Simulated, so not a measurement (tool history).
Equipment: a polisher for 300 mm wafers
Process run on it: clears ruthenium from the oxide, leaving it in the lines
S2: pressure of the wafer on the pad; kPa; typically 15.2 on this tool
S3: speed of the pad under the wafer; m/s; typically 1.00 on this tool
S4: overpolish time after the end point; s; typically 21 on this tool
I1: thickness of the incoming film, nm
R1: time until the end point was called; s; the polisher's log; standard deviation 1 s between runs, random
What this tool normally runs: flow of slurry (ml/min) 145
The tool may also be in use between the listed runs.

run 1 hour=0.0 | flow_of_slurry_(ml/min)=145 S2=15.2 S3=1.00 S4=21 | I1=120.5 | R1=80.0
run 2 hour=10.0 | flow_of_slurry_(ml/min)=145 S2=15.2 S3=1.00 S4=21 | I1=120.0 | R1=78.1
run 3 hour=27.0 | flow_of_slurry_(ml/min)=145 S2=15.2 S3=1.00 S4=21 | I1=120.4 | R1=78.9
-- hour=35.9 worn pad replaced by a new one
run 4 hour=38.7 | flow_of_slurry_(ml/min)=145 S2=15.2 S3=1.00 S4=21 | I1=120.4 | R1=76.7
run 5 hour=55.4 | flow_of_slurry_(ml/min)=175 S2=12.4 S3=1.00 S4=21 | I1=118.7 | R1=86.9
run 6 hour=67.8 | flow_of_slurry_(ml/min)=175 S2=12.4 S3=1.00 S4=21 | I1=121.4 | R1=87.9
run 7 hour=74.7 | flow_of_slurry_(ml/min)=145 S2=17.2 S3=1.00 S4=21 | I1=121.8 | R1=71.4
run 8 hour=81.4 | flow_of_slurry_(ml/min)=145 S2=15.2 S3=1.00 S4=21 | I1=119.5 | R1=76.6
run 9 hour=97.5 | flow_of_slurry_(ml/min)=145 S2=15.2 S3=1.00 S4=21 | I1=119.8 | R1=77.8
run 10 hour=114.4 | flow_of_slurry_(ml/min)=145 S2=15.2 S3=1.00 S4=21 | I1=120.1 | R1=78.2
run 11 hour=125.9 | flow_of_slurry_(ml/min)=145 S2=15.2 S3=1.00 S4=21 | I1=118.3 | R1=76.7
-- hour=157.2 worn pad replaced by a new one
run 12 hour=157.7 | flow_of_slurry_(ml/min)=145 S2=15.2 S3=1.00 S4=31 | I1=120.5 | R1=78.0
run 13 hour=166.1 | flow_of_slurry_(ml/min)=145 S2=15.2 S3=1.00 S4=31 | I1=118.3 | R1=75.4
run 14 hour=176.1 | flow_of_slurry_(ml/min)=145 S2=15.2 S3=1.00 S4=31 | I1=119.3 | R1=77.4
run 15 hour=184.0 | flow_of_slurry_(ml/min)=145 S2=15.2 S3=1.00 S4=21 | I1=119.6 | R1=75.8
run 16 hour=202.0 | flow_of_slurry_(ml/min)=145 S2=15.2 S3=1.28 S4=31 | I1=121.4 | R1=66.0
run 17 hour=213.1 | flow_of_slurry_(ml/min)=165 S2=15.2 S3=1.00 S4=21 | I1=118.6 | R1=75.9
run 18 hour=219.2 | flow_of_slurry_(ml/min)=100 S2=19.3 S3=0.68 S4=28 | I1=121.0 | R1=93.4
run 19 hour=230.0 | flow_of_slurry_(ml/min)=170 S2=15.2 S3=1.00 S4=28 | I1=119.1 | R1=74.4
run 20 hour=241.5 | flow_of_slurry_(ml/min)=145 S2=15.2 S3=1.00 S4=21 | I1=121.0 | R1=76.5
run 21 hour=256.2 | flow_of_slurry_(ml/min)=145 S2=15.2 S3=1.00 S4=21 | I1=122.4 | R1=78.2
run 22 hour=266.4 | flow_of_slurry_(ml/min)=145 S2=15.2 S3=1.18 S4=28 | I1=121.7 | R1=68.2
run 23 hour=281.1 | flow_of_slurry_(ml/min)=100 S2=13.8 S3=1.00 S4=11 | I1=120.8 | R1=90.7
run 24 hour=290.9 | flow_of_slurry_(ml/min)=145 S2=18.6 S3=1.12 S4=30 | I1=120.2 | R1=59.9
-- hour=299.9 worn pad replaced by a new one
-- hour=299.9 head pressure recalibrated
run 25 hour=301.1 | flow_of_slurry_(ml/min)=145 S2=15.2 S3=1.00 S4=21 | I1=119.1 | R1=82.9
run 26 hour=311.6 | flow_of_slurry_(ml/min)=185 S2=17.9 S3=1.12 S4=26 | I1=121.1 | R1=66.1
run 27 hour=327.1 | flow_of_slurry_(ml/min)=145 S2=15.2 S3=1.00 S4=28 | I1=121.5 | R1=81.1
run 28 hour=334.9 | flow_of_slurry_(ml/min)=145 S2=18.6 S3=1.00 S4=21 | I1=122.1 | R1=70.5
-- hour=342.9 slurry nozzle cleaned
run 29 hour=351.5 | flow_of_slurry_(ml/min)=145 S2=15.2 S3=1.00 S4=21 | I1=120.1 | R1=80.6
run 30 hour=369.3 | flow_of_slurry_(ml/min)=145 S2=15.2 S3=1.00 S4=21 | I1=117.6 | R1=80.6
run 31 hour=383.8 | flow_of_slurry_(ml/min)=195 S2=19.3 S3=1.30 S4=24 | I1=117.9 | R1=51.1
run 32 hour=401.1 | flow_of_slurry_(ml/min)=145 S2=15.2 S3=1.00 S4=21 | I1=120.3 | R1=79.5
-- hour=408.6 worn pad replaced by a new one
run 33 hour=410.0 | flow_of_slurry_(ml/min)=175 S2=15.2 S3=0.76 S4=30 | I1=119.2 | R1=93.3
run 34 hour=456.5 | flow_of_slurry_(ml/min)=105 S2=20.0 S3=1.00 S4=32 | I1=119.4 | R1=68.8
run 35 hour=469.2 | flow_of_slurry_(ml/min)=175 S2=11.0 S3=1.00 S4=32 | I1=121.6 | R1=96.5
run 36 hour=484.8 | flow_of_slurry_(ml/min)=145 S2=15.2 S3=1.00 S4=21 | I1=117.8 | R1=76.3

Below are 5 alternative next runs, each starting from the tool's condition after run 36. Predict each:
run A hour=485.3 | flow_of_slurry_(ml/min)=145 S2=15.2 S3=0.74 S4=21 | I1=119.5 | R1=?
run B hour=485.3 | flow_of_slurry_(ml/min)=110 S2=15.2 S3=1.36 S4=27 | I1=119.5 | R1=?
run C hour=485.3 | flow_of_slurry_(ml/min)=145 S2=15.2 S3=0.88 S4=14 | I1=119.5 | R1=?
run D hour=485.3 | flow_of_slurry_(ml/min)=145 S2=19.3 S3=0.68 S4=12 | I1=119.5 | R1=?
run E hour=485.3 | flow_of_slurry_(ml/min)=145 S2=11.7 S3=1.20 S4=21 | I1=119.5 | R1=?

run=A R1=96.2
run=B R1=65.1
run=C R1=85.2
run=D R1=84.2
run=E R1=81.8
Without the tool's hidden state the same runs would have given:
run=A R1=104.0
run=B R1=70.4
run=C R1=92.1
run=D R1=91.1
run=E R1=88.4
